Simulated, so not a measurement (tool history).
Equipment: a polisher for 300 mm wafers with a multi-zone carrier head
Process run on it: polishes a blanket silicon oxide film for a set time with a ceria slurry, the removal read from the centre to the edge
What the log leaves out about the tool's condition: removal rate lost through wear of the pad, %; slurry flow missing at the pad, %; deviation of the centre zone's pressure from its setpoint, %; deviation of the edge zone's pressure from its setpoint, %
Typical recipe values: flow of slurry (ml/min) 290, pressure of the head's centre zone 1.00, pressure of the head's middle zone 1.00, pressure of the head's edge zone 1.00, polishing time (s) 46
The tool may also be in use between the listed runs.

run,day,flow of slurry (ml/min),pressure of the head's centre zone,pressure of the head's middle zone,pressure of the head's edge zone,polishing time (s),wafers since the last listed run,wafers polished on this pad,hours since the slurry nozzle was cleaned,hours since the centre zone pressure was calibrated,hours since the edge zone pressure was calibrated,hours since the carrier head's membrane was replaced,"incoming thickness of the incoming film, nm",film removed at the wafer's centre (nm),film removed at mid-radius (nm),film removed at the wafer's edge (nm)
1,0.000,290,1.00,1.00,1.00,46,0,90,696.2,598.5,350.5,608.8,1418.4,198.0,220.7,220.5
2,0.496,290,1.00,1.00,1.00,46,148,238,708.1,610.4,362.4,620.7,1387.5,198.9,222.9,223.5
3,0.950,290,1.00,1.00,1.00,46,135,373,719.0,621.3,373.3,631.6,1397.9,199.9,223.3,225.5
4,1.542,290,1.00,1.05,0.93,46,176,550,733.2,635.5,387.5,645.8,1394.6,200.2,231.8,215.5
5,2.029,290,1.00,1.05,0.93,46,145,696,744.9,647.2,399.2,657.5,1437.9,201.0,233.4,215.2
6,2.671,255,0.96,1.00,1.00,46,191,888,760.3,662.6,414.6,672.9,1438.3,189.1,221.0,220.5
# day 2.971: worn pad replaced by a new one
7,2.992,255,0.96,1.00,1.00,46,46,6,768.0,670.3,422.3,680.6,1402.8,192.2,219.1,219.7
# day 3.192: centre zone pressure recalibrated
8,3.496,330,1.00,1.00,1.00,46,125,132,780.1,7.3,434.4,692.7,1408.5,222.5,225.1,226.6
# day 3.675: slurry nozzle cleaned
9,3.746,290,1.00,0.97,0.92,46,62,194,1.7,13.3,440.4,698.7,1409.9,229.2,217.1,213.6
10,4.188,215,1.00,1.00,1.00,46,131,326,12.3,23.9,451.0,709.3,1397.9,217.9,218.6,219.7
11,4.558,290,1.00,1.00,0.90,46,110,437,21.2,32.8,459.9,718.2,1398.4,227.9,221.5,213.7
12,4.896,290,1.04,1.00,0.93,46,100,537,29.3,40.9,468.0,726.3,1400.0,232.1,221.9,215.2
13,5.500,290,1.00,1.00,1.00,46,180,718,43.8,55.4,482.5,740.8,1397.0,220.8,223.6,218.9
14,5.879,290,1.00,1.00,1.00,46,113,831,52.9,64.5,491.6,749.9,1394.7,219.1,221.8,221.9
# day 6.171: worn pad replaced by a new one
# day 6.321: edge zone pressure recalibrated
15,6.388,290,1.08,0.93,0.89,37,77,40,65.1,76.7,1.6,762.1,1416.3,190.0,168.9,167.5
16,6.862,290,1.00,0.97,0.92,46,141,182,76.5,88.1,13.0,773.5,1407.6,221.3,216.2,213.5
# day 7.212: carrier head's membrane replaced by a new one
17,7.233,390,1.00,1.00,1.10,46,48,230,85.4,97.0,21.9,0.5,1433.0,219.6,228.8,240.3
18,7.892,340,1.00,1.05,1.00,46,196,427,101.2,112.8,37.7,16.3,1385.5,217.4,236.8,225.7
19,8.429,290,1.00,1.00,1.00,46,160,587,114.1,125.7,50.6,29.2,1398.6,214.8,221.0,225.4
# day 9.288: worn pad replaced by a new one
20,9.308,375,1.00,1.00,1.00,34,212,6,135.2,146.8,71.7,50.3,1405.7,160.3,168.0,168.6
21,9.554,290,1.00,1.00,1.00,46,73,79,141.1,152.7,77.6,56.2,1421.3,212.0,222.5,223.5
22,9.917,220,1.06,0.94,0.95,46,108,188,149.8,161.4,86.3,64.9,1419.3,220.9,206.0,214.4
23,10.496,290,1.00,1.00,1.00,46,173,361,163.7,175.3,100.2,78.8,1412.3,213.7,222.7,224.7

3 options for the next run, each taken on its own from the tool as it stands now. Forecast them:
A,10.512,290,1.00,1.00,1.00,46,4,366,164.1,175.7,100.6,79.2,1412.4,?,?,?
B,10.512,330,0.92,1.10,1.00,37,4,366,164.1,175.7,100.6,79.2,1412.4,?,?,?
C,10.512,290,0.89,1.04,1.08,46,4,366,164.1,175.7,100.6,79.2,1412.4,?,?,?

run,film removed at the wafer's centre (nm),film removed at mid-radius (nm),film removed at the wafer's edge (nm)
A,214.5,223.8,220.8
B,160.3,197.2,178.7
C,190.6,231.5,229.2
Without the tool's hidden state the same runs would have given:
run,film removed at the wafer's centre (nm),film removed at mid-radius (nm),film removed at the wafer's edge (nm)
A,231.0,223.7,220.8
B,172.7,197.1,178.7
C,205.4,231.4,229.2

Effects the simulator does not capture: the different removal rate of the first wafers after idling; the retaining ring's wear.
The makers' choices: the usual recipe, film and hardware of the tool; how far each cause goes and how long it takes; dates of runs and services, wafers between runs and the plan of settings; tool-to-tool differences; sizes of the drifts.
